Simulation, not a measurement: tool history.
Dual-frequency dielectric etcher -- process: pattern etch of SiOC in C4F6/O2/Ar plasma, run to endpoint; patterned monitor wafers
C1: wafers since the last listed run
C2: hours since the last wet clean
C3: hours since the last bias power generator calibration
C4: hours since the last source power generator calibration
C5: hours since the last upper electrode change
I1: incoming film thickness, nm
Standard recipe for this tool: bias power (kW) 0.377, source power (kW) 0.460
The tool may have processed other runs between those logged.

Run 1, hour 0.0: usual settings but source power (kW) 0.500; C1 0; C2 359.4; C3 2953.9; C4 3363.3; C5 5582.7; I1 40.91. Result: endpoint time (s) 14.0.
Run 2, hour 16.8: usual settings but source power (kW) 0.500; C1 290; C2 376.2; C3 2970.7; C4 3380.1; C5 5599.5; I1 41.24. Result: endpoint time (s) 14.1.
Run 3, hour 32.6: usual settings but source power (kW) 0.500; C1 273; C2 392.0; C3 2986.5; C4 3395.9; C5 5615.3; I1 40.53. Result: endpoint time (s) 13.9.
Run 4, hour 43.2: usual settings but bias power (kW) 0.433, source power (kW) 0.420; C1 183; C2 402.6; C3 2997.1; C4 3406.5; C5 5625.9; I1 41.24. Result: endpoint time (s) 14.1.
Run 5, hour 55.7: usual settings but bias power (kW) 0.433, source power (kW) 0.420; C1 216; C2 415.1; C3 3009.6; C4 3419.0; C5 5638.4; I1 40.37. Result: endpoint time (s) 13.9.
Run 6, hour 69.9: usual settings but bias power (kW) 0.433, source power (kW) 0.420; C1 245; C2 429.3; C3 3023.8; C4 3433.2; C5 5652.6; I1 40.81. Result: endpoint time (s) 14.0.
At hour 132.4: upper electrode replaced.
At hour 137.5: bias power generator calibrated.
At hour 153.2: wet clean of the chamber.
Run 7, hour 153.7: usual settings; C1 695; C2 0.5; C3 16.2; C4 3517.0; C5 21.3; I1 40.46. Result: endpoint time (s) 15.8.
Run 8, hour 154.0: usual settings; C1 5; C2 0.8; C3 16.5; C4 3517.3; C5 21.6; I1 40.25. Result: endpoint time (s) 15.8.
Run 9, hour 154.3: usual settings; C1 5; C2 1.1; C3 16.8; C4 3517.6; C5 21.9; I1 40.84. Result: endpoint time (s) 16.0.
Run 10, hour 154.6: usual settings; C1 5; C2 1.4; C3 17.1; C4 3517.9; C5 22.2; I1 40.91. Result: endpoint time (s) 16.0.
At hour 158.9: source power generator calibrated.
Run 11, hour 162.0: usual settings; C1 58; C2 8.8; C3 24.5; C4 3.1; C5 29.6; I1 40.53. Result: endpoint time (s) 15.8.
Run 12, hour 172.5: usual settings; C1 181; C2 19.3; C3 35.0; C4 13.6; C5 40.1; I1 40.61. Result: endpoint time (s) 16.0.
Run 13, hour 189.3: usual settings but source power (kW) 0.420; C1 290; C2 36.1; C3 51.8; C4 30.4; C5 56.9; I1 40.46. Result: endpoint time (s) 16.7.
At hour 218.4: wet clean of the chamber, repeated, since the last time left the tool worse.
Run 14, hour 218.9: usual settings but bias power (kW) 0.411; C1 96; C2 0.5; C3 81.4; C4 60.0; C5 86.5; I1 40.18. Result: endpoint time (s) 14.1.
Run 15, hour 224.0: usual settings but bias power (kW) 0.320, source power (kW) 0.570; C1 88; C2 5.6; C3 86.5; C4 65.1; C5 91.6; I1 40.77. Result: endpoint time (s) 14.9.
Run 16, hour 235.8: usual settings but bias power (kW) 0.424, source power (kW) 0.490; C1 204; C2 17.4; C3 98.3; C4 76.9; C5 103.4; I1 40.73. Result: endpoint time (s) 13.5.
Run 17, hour 246.2: usual settings; C1 180; C2 27.8; C3 108.7; C4 87.3; C5 113.8; I1 40.76. Result: endpoint time (s) 14.9.
Run 18, hour 256.2: usual settings; C1 173; C2 37.8; C3 118.7; C4 97.3; C5 123.8; I1 40.78. Result: endpoint time (s) 15.0.
Run 19, hour 272.1: usual settings but bias power (kW) 0.318; C1 275; C2 53.7; C3 134.6; C4 113.2; C5 139.7; I1 40.66. Result: endpoint time (s) 16.3.
Run 20, hour 279.5: usual settings but source power (kW) 0.400; C1 128; C2 61.1; C3 142.0; C4 120.6; C5 147.1; I1 40.57. Result: endpoint time (s) 15.9.
Run 21, hour 286.1: usual settings but bias power (kW) 0.451, source power (kW) 0.420; C1 114; C2 67.7; C3 148.6; C4 127.2; C5 153.7; I1 40.62. Result: endpoint time (s) 14.1.

Below are 4 alternative next runs, each starting from the tool's condition after run 21. Predict each:
Run A, hour 286.5: usual settings but source power (kW) 0.540; C1 6; C2 68.1; C3 149.0; C4 127.6; C5 154.1; I1 40.65. Result: endpoint time (s) ?.
Run B, hour 286.5: usual settings but bias power (kW) 0.452, source power (kW) 0.360; C1 6; C2 68.1; C3 149.0; C4 127.6; C5 154.1; I1 40.65. Result: endpoint time (s) ?.
Run C, hour 286.5: usual settings but bias power (kW) 0.353, source power (kW) 0.530; C1 6; C2 68.1; C3 149.0; C4 127.6; C5 154.1; I1 40.65. Result: endpoint time (s) ?.
Run D, hour 286.5: usual settings but bias power (kW) 0.319, source power (kW) 0.560; C1 6; C2 68.1; C3 149.0; C4 127.6; C5 154.1; I1 40.65. Result: endpoint time (s) ?.

run  endpoint time (s)
  A               13.7
  B               15.0
  C               14.4
  D               14.9
With the hidden condition removed and each run's random variation left untouched, the same runs would have given:
run  endpoint time (s)
  A               13.8
  B               15.1
  C               14.4
  D               14.9
